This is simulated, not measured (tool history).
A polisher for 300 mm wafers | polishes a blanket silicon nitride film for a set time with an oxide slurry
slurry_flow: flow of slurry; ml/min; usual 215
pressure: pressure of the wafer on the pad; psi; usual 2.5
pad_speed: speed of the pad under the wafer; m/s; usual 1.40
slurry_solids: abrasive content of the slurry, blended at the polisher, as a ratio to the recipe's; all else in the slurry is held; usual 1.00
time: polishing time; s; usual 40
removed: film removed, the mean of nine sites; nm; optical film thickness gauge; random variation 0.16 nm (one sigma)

run	hour	slurry_flow	pressure	pad_speed	slurry_solids	time	wafers since the last listed run	wafers polished on this pad	hours since the slurry nozzle was cleaned	hours since the head pressure was calibrated	hours since the slurry blender was calibrated	hours since the conditioning disc was replaced	incoming thickness of the incoming film, nm	removed
1	0.0	215	2.5	1.40	1.00	40	0	535	509.8	114.5	140.4	82.0	591.6	23.7
2	23.5	230	2.5	1.40	1.00	40	209	745	533.3	138.0	163.9	105.5	594.3	24.1
3	45.3	215	2.5	1.40	1.00	40	194	940	555.1	159.8	185.7	127.3	597.3	23.9
4	81.3	215	2.5	1.40	1.00	40	321	1261	591.1	195.8	221.7	163.3	596.2	23.9
# hour 112.8: slurry blender recalibrated
# hour 131.8: worn pad replaced by a new one
5	167.3	215	2.5	1.40	1.00	40	714	316	677.1	281.8	54.5	249.3	600.8	24.6
6	214.7	215	2.5	1.40	1.00	40	423	739	724.5	329.2	101.9	296.7	603.5	24.1
7	232.0	215	2.5	1.40	1.00	40	154	894	741.8	346.5	119.2	314.0	612.1	24.9
8	256.4	215	2.5	1.40	1.00	40	217	1112	766.2	370.9	143.6	338.4	594.1	24.5
# hour 266.7: slurry nozzle cleaned
9	274.6	215	2.5	1.40	1.00	40	153	1265	7.9	389.1	161.8	356.6	590.5	24.5
# hour 288.8: worn pad replaced by a new one
10	292.0	215	2.5	1.40	1.00	40	119	28	25.3	406.5	179.2	374.0	601.0	24.9
# hour 312.3: conditioning disc replaced and pad reconditioned
11	323.1	215	2.5	1.40	1.00	44	259	288	56.4	437.6	210.3	10.8	599.2	27.1
# hour 328.2: slurry blender recalibrated
12	350.5	215	2.5	1.40	1.00	40	226	514	83.8	465.0	22.3	38.2	600.3	25.1
13	368.1	215	1.9	1.40	1.00	40	157	671	101.4	482.6	39.9	55.8	606.6	20.8
14	389.5	195	2.0	1.40	1.00	40	191	862	122.8	504.0	61.3	77.2	607.2	21.5
# hour 421.6: head pressure recalibrated
15	424.0	215	2.9	1.40	1.00	34	290	1153	157.3	2.4	95.8	111.7	607.2	21.9
# hour 451.2: worn pad replaced by a new one
16	451.7	215	2.5	1.40	1.00	40	211	4	185.0	30.1	123.5	139.4	593.0	23.7
17	464.1	215	2.5	1.40	1.00	40	110	115	197.4	42.5	135.9	151.8	603.6	23.5
18	477.3	255	2.5	1.40	0.80	46	117	233	210.6	55.7	149.1	165.0	602.4	25.8
19	495.2	240	2.5	1.40	1.00	40	159	392	228.5	73.6	167.0	182.9	599.7	24.1
20	524.7	275	2.5	1.70	1.00	33	263	656	258.0	103.1	196.5	212.4	598.6	22.5
21	538.1	215	2.0	1.40	0.90	40	119	775	271.4	116.5	209.9	225.8	605.0	19.7
# hour 547.1: slurry blender recalibrated
22	551.6	215	2.5	0.98	0.80	40	102	878	284.9	130.0	4.5	239.3	600.3	17.9
23	584.4	215	2.5	1.40	1.00	40	292	1171	317.7	162.8	37.3	272.1	600.1	24.0
24	609.6	160	1.9	1.86	1.00	32	224	1396	342.9	188.0	62.5	297.3	604.3	18.5
25	622.3	215	2.5	1.40	0.85	40	113	1509	355.6	200.7	75.2	310.0	593.4	22.7
# hour 628.3: worn pad replaced by a new one
# hour 636.9: conditioning disc replaced and pad reconditioned
26	655.7	215	3.0	1.40	1.25	40	244	226	389.0	234.1	108.6	18.8	594.9	30.0

Forecast each of these 4 alternatives for the next run:
A	656.1	215	2.5	1.40	0.80	40	3	230	389.4	234.5	109.0	19.2	597.3	?
B	656.1	215	2.8	1.40	0.80	40	3	230	389.4	234.5	109.0	19.2	597.3	?
C	656.1	215	2.1	1.40	1.25	40	3	230	389.4	234.5	109.0	19.2	597.3	?
D	656.1	215	2.5	1.40	1.15	40	3	230	389.4	234.5	109.0	19.2	597.3	?

run	removed
A	22.4
B	24.3
C	23.2
D	25.4
Without the tool's hidden state the same runs would have given:
run	removed
A	21.7
B	23.5
C	22.5
D	24.7
